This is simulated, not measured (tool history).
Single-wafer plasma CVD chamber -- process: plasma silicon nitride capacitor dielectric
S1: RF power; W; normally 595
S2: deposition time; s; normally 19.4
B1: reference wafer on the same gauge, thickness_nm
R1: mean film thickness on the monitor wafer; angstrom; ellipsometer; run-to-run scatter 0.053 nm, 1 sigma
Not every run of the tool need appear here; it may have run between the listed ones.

run	hour	S1	S2	B1	R1
1	0	595	19.4	25.581	284.54
2	27.1	595	19.4	25.605	284.92
3	59.1	595	21.5	25.595	316.96
4	91.3	595	19.4	25.598	284.8
5	126.9	595	19.4	25.593	284.11
6	145	595	19.4	25.602	285.44
7	163.8	595	19.4	25.608	284.97
8	187.5	505	20.2	25.601	280.26
9	199.5	595	19.4	25.588	284.96
10	233	595	19.4	25.606	284.15
11	247.3	595	19.4	25.594	284.14
12	282.2	595	19.4	25.59	284.18
13	299.4	595	19.4	25.606	284.39
14	321.8	595	19.4	25.587	284.25
# hour 332.3: RF generator calibrated
# hour 334.2: showerhead replaced
15	353.5	595	19.4	25.581	293.17
16	385.4	595	22.8	25.609	342.91
17	412.2	555	17.4	25.603	255.13
18	425.2	505	21.3	25.604	303.81
19	443.4	595	19.4	25.61	291.66
# hour 469.7: gauge calibrated
20	475.6	495	19.4	25.606	274.08
21	488.7	595	21.5	25.59	323.87
22	588.4	555	19.4	25.594	284.76
23	624.3	555	17.4	25.595	255.19
24	643.7	595	17.7	25.595	266.56
25	668.8	700	17.6	25.591	279.39
26	694.6	595	23.1	25.6	348.44
27	728.1	595	19.4	25.605	291.67
28	773.9	595	19.4	25.598	290.4

Predict each of these 4 candidate next runs independently; none follows another, all start after run 28:
A	774.3	595	16.8	?	?
B	774.3	650	17.6	?	?
C	774.3	690	21.6	?	?
D	774.3	595	18.2	?	?

run	B1	R1
A	25.594	251.97
B	25.594	272.03
C	25.594	340.63
D	25.594	272.97
Take away the tool's hidden state, keep each run's random variation, and the runs would have read:
run	R1
A	253.51
B	273.68
C	342.71
D	274.64

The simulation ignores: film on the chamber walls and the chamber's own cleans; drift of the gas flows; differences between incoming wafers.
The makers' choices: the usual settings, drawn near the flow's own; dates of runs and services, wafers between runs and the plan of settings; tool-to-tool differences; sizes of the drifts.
